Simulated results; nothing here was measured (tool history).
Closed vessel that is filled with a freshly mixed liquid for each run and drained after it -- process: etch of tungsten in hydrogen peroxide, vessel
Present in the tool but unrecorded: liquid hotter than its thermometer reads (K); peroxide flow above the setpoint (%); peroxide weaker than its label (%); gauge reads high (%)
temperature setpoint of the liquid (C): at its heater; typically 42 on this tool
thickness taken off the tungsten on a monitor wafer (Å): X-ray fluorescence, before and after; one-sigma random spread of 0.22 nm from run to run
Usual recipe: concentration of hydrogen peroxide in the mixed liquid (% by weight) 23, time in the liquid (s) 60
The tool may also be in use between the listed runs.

| run | hour | temperature setpoint of the liquid (C) | concentration of hydrogen peroxide in the mixed liquid (% by weight) | time in the liquid (s) | wafers since the last listed run | hours since the thermometer was replaced | hours since the peroxide flow meter was replaced | hours since the drum of peroxide was connected | hours since the gauge calibration | read-back film thickness of the tungsten reference wafer, read on the same gauge (nm) | thickness taken off the tungsten on a monitor wafer (Å) |
|---|---|---|---|---|---|---|---|---|---|---|---|
| 1 | 0 | 50 | 23 | 60 | 0 | 1313 | 687.5 | 1119.3 | 313.4 | 100.04 | 988.3 |
| 2 | 24.4 | 42 | 23 | 60 | 2783 | 1337.4 | 711.9 | 1143.7 | 337.8 | 100.01 | 598.2 |
|  | 43.5 | new drum of peroxide connected |
|  | 111.3 | peroxide flow meter replaced |
| 3 | 149.6 | 42 | 23 | 60 | 14056 | 1462.6 | 38.3 | 106.1 | 463 | 100.01 | 596.6 |
| 4 | 214.4 | 42 | 23 | 60 | 7393 | 1527.4 | 103.1 | 170.9 | 527.8 | 100.07 | 600.2 |
| 5 | 251.1 | 42 | 23 | 80 | 4187 | 1564.1 | 139.8 | 207.6 | 564.5 | 100.01 | 798.7 |
| 6 | 309.4 | 42 | 23 | 60 | 6651 | 1622.4 | 198.1 | 265.9 | 622.8 | 100.02 | 600.7 |
| 7 | 371.1 | 42 | 23 | 60 | 7039 | 1684.1 | 259.8 | 327.6 | 684.5 | 99.97 | 598.2 |
| 8 | 462.6 | 42 | 23 | 60 | 10439 | 1775.6 | 351.3 | 419.1 | 776 | 99.99 | 599.5 |
| 9 | 501.8 | 42 | 23 | 60 | 4472 | 1814.8 | 390.5 | 458.3 | 815.2 | 100.01 | 597.1 |
| 10 | 561.3 | 42 | 23 | 60 | 6788 | 1874.3 | 450 | 517.8 | 874.7 | 100.06 | 599.6 |
| 11 | 761.3 | 42 | 23 | 60 | 22819 | 2074.3 | 650 | 717.8 | 1074.7 | 100.02 | 597.8 |
| 12 | 807.3 | 42 | 23 | 60 | 5248 | 2120.3 | 696 | 763.8 | 1120.7 | 100.01 | 595.2 |
| 13 | 877.1 | 42 | 23 | 60 | 7963 | 2190.1 | 765.8 | 833.6 | 1190.5 | 99.99 | 597.2 |
| 14 | 948.3 | 42 | 23 | 60 | 8123 | 2261.3 | 837 | 904.8 | 1261.7 | 100.01 | 598 |
| 15 | 988.3 | 42 | 16.5 | 60 | 4563 | 2301.3 | 877 | 944.8 | 1301.7 | 99.99 | 507.8 |
| 16 | 1053.3 | 51.5 | 23 | 70 | 7416 | 2366.3 | 942 | 1009.8 | 1366.7 | 100 | 1269 |
| 17 | 1089.5 | 47 | 23 | 60 | 4130 | 2402.5 | 978.2 | 1046 | 1402.9 | 100.01 | 826 |
|  | 1122.5 | peroxide flow meter replaced |
|  | 1184.6 | new drum of peroxide connected |
|  | 1186.7 | thermometer replaced |
|  | 1233.6 | gauge calibrated |
| 18 | 1302.7 | 42 | 23 | 60 | 23982 | 116 | 180.2 | 118.1 | 69.1 | 99.97 | 603.2 |
| 19 | 1334.6 | 50.5 | 23 | 60 | 3639 | 147.9 | 212.1 | 150 | 101 | 100 | 1012.9 |
| 20 | 1383.9 | 35 | 26.5 | 30 | 5624 | 197.2 | 261.4 | 199.3 | 150.3 | 100 | 202.8 |
| 21 | 1415.1 | 42 | 28.5 | 60 | 3559 | 228.4 | 292.6 | 230.5 | 181.5 | 100.03 | 665.7 |
| 22 | 1458 | 46.5 | 19 | 85 | 4894 | 271.3 | 335.5 | 273.4 | 224.4 | 99.99 | 1025 |
| 23 | 1484.8 | 51.5 | 23 | 80 | 3057 | 298.1 | 362.3 | 300.2 | 251.2 | 100.03 | 1438.8 |
| 24 | 1512.9 | 42 | 23 | 60 | 3206 | 326.2 | 390.4 | 328.3 | 279.3 | 99.97 | 597.9 |
| 25 | 1561 | 39 | 18.5 | 95 | 5487 | 374.3 | 438.5 | 376.4 | 327.4 | 100 | 696 |
| 26 | 1600.1 | 42 | 23 | 60 | 4461 | 413.4 | 477.6 | 415.5 | 366.5 | 99.95 | 596.6 |
| 27 | 1642.1 | 52 | 19 | 30 | 4791 | 455.4 | 519.6 | 457.5 | 408.5 | 99.94 | 505 |
| 28 | 1677.3 | 50 | 23 | 60 | 4016 | 490.6 | 554.8 | 492.7 | 443.7 | 100 | 995 |

Here are 5 independent what-if runs from the current tool condition. What would each one return?
| A | 1678 | 42 | 23 | 60 | 79 | 491.3 | 555.5 | 493.4 | 444.4 | ? | ? |
| B | 1678 | 42 | 23 | 45 | 79 | 491.3 | 555.5 | 493.4 | 444.4 | ? | ? |
| C | 1678 | 42 | 19.5 | 30 | 79 | 491.3 | 555.5 | 493.4 | 444.4 | ? | ? |
| D | 1678 | 42 | 23 | 85 | 79 | 491.3 | 555.5 | 493.4 | 444.4 | ? | ? |
| E | 1678 | 39 | 30 | 60 | 79 | 491.3 | 555.5 | 493.4 | 444.4 | ? | ? |

| run | read-back film thickness of the tungsten reference wafer, read on the same gauge (nm) | thickness taken off the tungsten on a monitor wafer (Å) |
|---|---|---|
| A | 99.94 | 596.4 |
| B | 99.94 | 447.3 |
| C | 99.94 | 274.6 |
| D | 99.94 | 844.9 |
| E | 99.94 | 560.7 |
With no hidden state in the tool, these same runs would have given:
| run | thickness taken off the tungsten on a monitor wafer (Å) |
|---|---|
| A | 596.4 |
| B | 447.3 |
| C | 274.6 |
| D | 844.9 |
| E | 560.7 |
